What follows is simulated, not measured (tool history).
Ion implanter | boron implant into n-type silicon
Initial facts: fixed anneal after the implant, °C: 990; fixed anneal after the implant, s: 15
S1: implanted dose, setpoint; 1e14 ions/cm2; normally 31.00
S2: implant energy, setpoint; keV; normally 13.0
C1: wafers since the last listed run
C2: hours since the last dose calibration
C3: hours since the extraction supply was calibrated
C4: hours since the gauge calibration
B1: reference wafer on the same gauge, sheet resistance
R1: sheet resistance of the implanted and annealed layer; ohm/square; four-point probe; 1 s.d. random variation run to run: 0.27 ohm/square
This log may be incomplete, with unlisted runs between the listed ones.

run    hour     S1    S2    C1      C2      C3      C4     B1      R1
  1     0.0  31.00  14.5     0   826.0  1974.0   979.3  95.05   85.36
  2    80.8  31.00  14.5  2120   906.8  2054.8  1060.1  95.10   84.58
  3   162.7  26.08  13.0  2149   988.7  2136.7  1142.0  95.15   93.13
  4   219.8  26.08  13.0  1498  1045.8  2193.8  1199.1  95.14   93.36
  5   289.7  26.08  13.0  1834  1115.7  2263.7  1269.0  94.93   93.88
  6   393.8  31.00  13.0  2732  1219.8  2367.8  1373.1  94.91   91.39
  7   453.2  31.00  13.0  1559  1279.2  2427.2  1432.5  95.08   91.05
  8   491.4  31.00  13.0  1002  1317.4  2465.4  1470.7  95.11   91.18
      566.5  -- Faraday cup replaced and dose calibrated
  9   569.7  24.24  13.0  1845     3.2  2543.7  1549.0  95.14   95.05
      603.6  -- extraction supply calibrated
 10   624.4  24.24  13.0  1225    57.9    20.8  1603.7  95.06   93.27
      643.6  -- gauge calibrated
 11   693.6  35.76  17.5  1816   127.1    90.0    50.0  95.15   73.64
 12   778.4  25.21  15.0  2225   211.9   174.8   134.8  95.09   85.58
 13   849.4  28.62   9.0  1863   282.9   245.8   205.8  95.18  113.10
 14   932.0  31.00  13.0  2168   365.5   328.4   288.4  95.11   89.33
 15  1008.9  23.21  13.0  2018   442.4   405.3   365.3  95.14   93.99
 16  1071.5  35.15  16.0  1643   505.0   467.9   427.9  95.11   78.10
 17  1128.0  31.00  13.0  1483   561.5   524.4   484.4  95.13   89.57
 18  1447.5  34.57  15.5  8386   881.0   843.9   803.9  95.11   79.38
 19  1574.3  39.25  10.0  3328  1007.8   970.7   930.7  95.01  102.37
 20  1633.9  28.17  13.0  1564  1067.4  1030.3   990.3  95.06   90.89

Below are 3 alternative next runs, each starting from the tool's condition after run 20. Predict each:
  A  1634.3  31.00   9.5  10  1067.8  1030.7  990.7   ?   ?
  B  1634.3  25.61  13.0  10  1067.8  1030.7  990.7   ?   ?
  C  1634.3  33.70  17.0  10  1067.8  1030.7  990.7   ?   ?

run     B1      R1
  A  95.09  108.94
  B  95.09   92.52
  C  95.09   75.93
Without the tool's unlogged condition, the same runs would have read:
run      R1
  A  108.10
  B   91.90
  C   75.44
